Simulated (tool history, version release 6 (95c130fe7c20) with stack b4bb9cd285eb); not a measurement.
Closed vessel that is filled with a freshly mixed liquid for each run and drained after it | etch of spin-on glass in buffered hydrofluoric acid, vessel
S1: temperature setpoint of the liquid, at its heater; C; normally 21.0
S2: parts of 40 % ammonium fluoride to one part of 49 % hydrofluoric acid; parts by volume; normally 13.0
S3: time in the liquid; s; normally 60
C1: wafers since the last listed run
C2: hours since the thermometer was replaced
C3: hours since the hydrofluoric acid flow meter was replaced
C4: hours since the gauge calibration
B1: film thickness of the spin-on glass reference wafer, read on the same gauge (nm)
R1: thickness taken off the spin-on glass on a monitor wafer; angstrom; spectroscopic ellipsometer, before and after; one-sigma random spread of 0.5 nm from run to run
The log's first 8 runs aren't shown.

run     day    S1    S2  S3     C1      C2     C3      C4     B1      R1
  9  14.008  21.0  15.5  60   4143  1407.9  496.9    60.3  80.00  1223.5
 10  16.508  21.0  13.0  60   5094  1467.9  556.9   120.3  79.96  1451.1
 11  17.788  21.0  13.0  60   2606  1498.6  587.6   151.0  80.04  1452.3
 12  20.504  21.0  13.0  60   5536  1563.8  652.8   216.2  79.99  1460.4
 13  23.446  21.0  13.0  60   5994  1634.4  723.4   286.8  80.00  1466.1
     24.921  -- thermometer replaced
 14  24.983  23.5  17.0  85   3048     1.5  760.3   323.7  80.00  1802.4
 15  26.042  17.0  16.0  60   2156    26.9  785.7   349.1  79.98   931.9
     29.429  -- hydrofluoric acid flow meter replaced
 16  33.425  21.0  13.0  60  14961   204.1   95.9   526.3  80.00  1413.1
 17  41.517  18.5   9.5  30  16490   398.3  290.1   720.5  80.01   816.4
 18  43.708  21.0  13.0  60   4466   450.9  342.7   773.1  80.00  1424.4
 19  45.400  19.0   9.5  30   3447   491.5  383.3   813.7  79.98   848.9
 20  46.612  18.5  16.0  60   2470   520.6  412.4   842.8  80.01  1015.8
 21  49.554  17.5  11.0  75   5994   591.2  483.0   913.4  80.00  1734.3
 22  51.471  23.0   8.5  95   3906   637.2  529.0   959.4  80.00  3724.2
 23  53.396  21.0  13.0  60   3923   683.4  575.2  1005.6  80.03  1435.7
 24  54.621  18.5  17.5  30   2496   712.8  604.6  1035.0  80.03   468.1
 25  57.229  24.0  10.5  60   5315   775.4  667.2  1097.6  79.96  2090.6
 26  59.717  25.5  17.5  30   5069   835.1  726.9  1157.3  80.01   685.7
 27  61.433  23.5  15.5  45   3498   876.3  768.1  1198.5  79.99  1055.4
 28  64.092  17.0  13.0  85   5417   940.1  831.9  1262.3  80.01  1641.6
 29  67.317  24.0  13.0  40   6572  1017.5  909.3  1339.7  80.00  1142.1
 30  68.358  21.0  17.0  45   2122  1042.5  934.3  1364.7  79.99   841.2
     69.617  -- hydrofluoric acid flow meter replaced
 31  69.929  21.0  13.0  60   3116  1080.2    7.5  1402.4  80.01  1430.1
 32  72.717  21.0  13.0  60   5680  1147.1   74.4  1469.3  79.98  1429.2

Alternative continuations, all from the tool just after run 32; predict every row:
  A  72.746  21.0  13.0  45  59  1147.8  75.1  1470.0   ?   ?
  B  72.746  18.5  17.5  90  59  1147.8  75.1  1470.0   ?   ?
  C  72.746  21.0  13.0  75  59  1147.8  75.1  1470.0   ?   ?
  D  72.746  21.0  15.5  50  59  1147.8  75.1  1470.0   ?   ?
  E  72.746  24.5  16.0  80  59  1147.8  75.1  1470.0   ?   ?

run     B1      R1
  A  80.04  1078.3
  B  80.04  1399.4
  C  80.04  1797.1
  D  80.04  1008.0
  E  80.04  1895.0
What these runs would have given with no unlogged condition in the tool:
run      R1
  A  1054.3
  B  1367.8
  C  1757.2
  D   985.6
  E  1853.4
